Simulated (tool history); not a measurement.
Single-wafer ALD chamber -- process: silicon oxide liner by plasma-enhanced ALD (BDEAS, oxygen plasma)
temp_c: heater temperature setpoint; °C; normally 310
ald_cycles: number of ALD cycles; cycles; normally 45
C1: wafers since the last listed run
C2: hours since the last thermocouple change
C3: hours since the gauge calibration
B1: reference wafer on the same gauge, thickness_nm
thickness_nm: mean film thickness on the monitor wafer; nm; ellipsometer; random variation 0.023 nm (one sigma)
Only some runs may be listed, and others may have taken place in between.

{"run": 1, "hour": 0.0, "temp_c": 310, "ald_cycles": 45, "C1": 0, "C2": 2362.1, "C3": 148.1, "B1": 4.459, "thickness_nm": 4.061}
{"run": 2, "hour": 23.8, "temp_c": 320, "ald_cycles": 45, "C1": 197, "C2": 2385.9, "C3": 171.9, "B1": 4.458, "thickness_nm": 3.957}
{"run": 3, "hour": 44.7, "temp_c": 320, "ald_cycles": 45, "C1": 173, "C2": 2406.8, "C3": 192.8, "B1": 4.46, "thickness_nm": 3.98}
{"run": 4, "hour": 59.7, "temp_c": 320, "ald_cycles": 45, "C1": 124, "C2": 2421.8, "C3": 207.8, "B1": 4.477, "thickness_nm": 4.011}
{"run": 5, "hour": 88.9, "temp_c": 310, "ald_cycles": 45, "C1": 242, "C2": 2451, "C3": 237, "B1": 4.467, "thickness_nm": 4.005}
{"run": 6, "hour": 117.8, "temp_c": 310, "ald_cycles": 45, "C1": 240, "C2": 2479.9, "C3": 265.9, "B1": 4.484, "thickness_nm": 4.019}
{"run": 7, "hour": 180.3, "temp_c": 315, "ald_cycles": 45, "C1": 519, "C2": 2542.4, "C3": 328.4, "B1": 4.497, "thickness_nm": 4.04}
{"run": 8, "hour": 208.3, "temp_c": 310, "ald_cycles": 51, "C1": 232, "C2": 2570.4, "C3": 356.4, "B1": 4.496, "thickness_nm": 4.583}
{"run": 9, "hour": 259.3, "temp_c": 310, "ald_cycles": 45, "C1": 423, "C2": 2621.4, "C3": 407.4, "B1": 4.502, "thickness_nm": 4.073}
{"run": 10, "hour": 290.3, "temp_c": 310, "ald_cycles": 45, "C1": 257, "C2": 2652.4, "C3": 438.4, "B1": 4.505, "thickness_nm": 4.077}
{"run": 11, "hour": 317.4, "temp_c": 310, "ald_cycles": 45, "C1": 225, "C2": 2679.5, "C3": 465.5, "B1": 4.501, "thickness_nm": 4.038}
{"run": 12, "hour": 337.1, "temp_c": 317, "ald_cycles": 40, "C1": 163, "C2": 2699.2, "C3": 485.2, "B1": 4.512, "thickness_nm": 3.57}
{"run": 13, "hour": 361.7, "temp_c": 310, "ald_cycles": 38, "C1": 204, "C2": 2723.8, "C3": 509.8, "B1": 4.505, "thickness_nm": 3.433}
{"hour": 388.9, "done": "thermocouple changed; heater temperature recalibrated"}
{"run": 14, "hour": 389.4, "temp_c": 310, "ald_cycles": 38, "C1": 163, "C2": 0.5, "C3": 537.5, "B1": 4.515, "thickness_nm": 3.468}
{"run": 15, "hour": 414.1, "temp_c": 310, "ald_cycles": 38, "C1": 205, "C2": 25.2, "C3": 562.2, "B1": 4.514, "thickness_nm": 3.448}
{"hour": 465.7, "done": "gauge calibrated"}
{"run": 16, "hour": 501.1, "temp_c": 310, "ald_cycles": 43, "C1": 722, "C2": 112.2, "C3": 35.4, "B1": 4.413, "thickness_nm": 3.807}
{"run": 17, "hour": 523.3, "temp_c": 310, "ald_cycles": 43, "C1": 184, "C2": 134.4, "C3": 57.6, "B1": 4.413, "thickness_nm": 3.849}
{"run": 18, "hour": 558.2, "temp_c": 310, "ald_cycles": 45, "C1": 290, "C2": 169.3, "C3": 92.5, "B1": 4.43, "thickness_nm": 3.985}
{"run": 19, "hour": 575.4, "temp_c": 310, "ald_cycles": 45, "C1": 142, "C2": 186.5, "C3": 109.7, "B1": 4.438, "thickness_nm": 4.04}
{"run": 20, "hour": 592.4, "temp_c": 323, "ald_cycles": 49, "C1": 141, "C2": 203.5, "C3": 126.7, "B1": 4.444, "thickness_nm": 4.297}
{"run": 21, "hour": 624.8, "temp_c": 310, "ald_cycles": 45, "C1": 269, "C2": 235.9, "C3": 159.1, "B1": 4.46, "thickness_nm": 4.034}
{"run": 22, "hour": 644.7, "temp_c": 319, "ald_cycles": 45, "C1": 165, "C2": 255.8, "C3": 179, "B1": 4.466, "thickness_nm": 3.937}
{"run": 23, "hour": 679.6, "temp_c": 298, "ald_cycles": 40, "C1": 290, "C2": 290.7, "C3": 213.9, "B1": 4.475, "thickness_nm": 3.635}
{"run": 24, "hour": 710.3, "temp_c": 315, "ald_cycles": 49, "C1": 255, "C2": 321.4, "C3": 244.6, "B1": 4.475, "thickness_nm": 4.377}
{"run": 25, "hour": 741.9, "temp_c": 320, "ald_cycles": 52, "C1": 262, "C2": 353, "C3": 276.2, "B1": 4.475, "thickness_nm": 4.671}
{"run": 26, "hour": 777.9, "temp_c": 310, "ald_cycles": 53, "C1": 299, "C2": 389, "C3": 312.2, "B1": 4.493, "thickness_nm": 4.766}
{"run": 27, "hour": 805.3, "temp_c": 305, "ald_cycles": 52, "C1": 227, "C2": 416.4, "C3": 339.6, "B1": 4.483, "thickness_nm": 4.691}
{"run": 28, "hour": 834.7, "temp_c": 305, "ald_cycles": 45, "C1": 244, "C2": 445.8, "C3": 369, "B1": 4.502, "thickness_nm": 4.114}
{"run": 29, "hour": 863.9, "temp_c": 316, "ald_cycles": 52, "C1": 242, "C2": 475, "C3": 398.2, "B1": 4.503, "thickness_nm": 4.652}
{"run": 30, "hour": 888.8, "temp_c": 310, "ald_cycles": 49, "C1": 206, "C2": 499.9, "C3": 423.1, "B1": 4.513, "thickness_nm": 4.418}
{"run": 31, "hour": 911.9, "temp_c": 304, "ald_cycles": 43, "C1": 191, "C2": 523, "C3": 446.2, "B1": 4.499, "thickness_nm": 3.877}
{"run": 32, "hour": 931.7, "temp_c": 301, "ald_cycles": 45, "C1": 164, "C2": 542.8, "C3": 466, "B1": 4.506, "thickness_nm": 4.156}
{"run": 33, "hour": 962.7, "temp_c": 306, "ald_cycles": 40, "C1": 257, "C2": 573.8, "C3": 497, "B1": 4.505, "thickness_nm": 3.612}
{"run": 34, "hour": 997.4, "temp_c": 306, "ald_cycles": 52, "C1": 288, "C2": 608.5, "C3": 531.7, "B1": 4.504, "thickness_nm": 4.665}
{"run": 35, "hour": 1019.8, "temp_c": 310, "ald_cycles": 45, "C1": 186, "C2": 630.9, "C3": 554.1, "B1": 4.509, "thickness_nm": 4.089}
{"run": 36, "hour": 1040.7, "temp_c": 320, "ald_cycles": 36, "C1": 173, "C2": 651.8, "C3": 575, "B1": 4.508, "thickness_nm": 3.212}
{"run": 37, "hour": 1053.3, "temp_c": 310, "ald_cycles": 45, "C1": 104, "C2": 664.4, "C3": 587.6, "B1": 4.515, "thickness_nm": 4.076}
{"run": 38, "hour": 1066.2, "temp_c": 310, "ald_cycles": 45, "C1": 107, "C2": 677.3, "C3": 600.5, "B1": 4.503, "thickness_nm": 4.098}
{"run": 39, "hour": 1086.0, "temp_c": 306, "ald_cycles": 49, "C1": 164, "C2": 697.1, "C3": 620.3, "B1": 4.516, "thickness_nm": 4.48}

3 options for the next run, each taken on its own from the tool as it stands now. Forecast them:
{"run": "A", "hour": 1086.5, "temp_c": 303, "ald_cycles": 45, "C1": 4, "C2": 697.6, "C3": 620.8, "B1": "?", "thickness_nm": "?"}
{"run": "B", "hour": 1086.5, "temp_c": 298, "ald_cycles": 50, "C1": 4, "C2": 697.6, "C3": 620.8, "B1": "?", "thickness_nm": "?"}
{"run": "C", "hour": 1086.5, "temp_c": 323, "ald_cycles": 48, "C1": 4, "C2": 697.6, "C3": 620.8, "B1": "?", "thickness_nm": "?"}

run=A B1=4.507 thickness_nm=4.141
run=B B1=4.507 thickness_nm=4.635
run=C B1=4.507 thickness_nm=4.308
What these runs would have given with no unlogged condition in the tool:
run=A thickness_nm=4.037
run=B thickness_nm=4.519
run=C thickness_nm=4.2
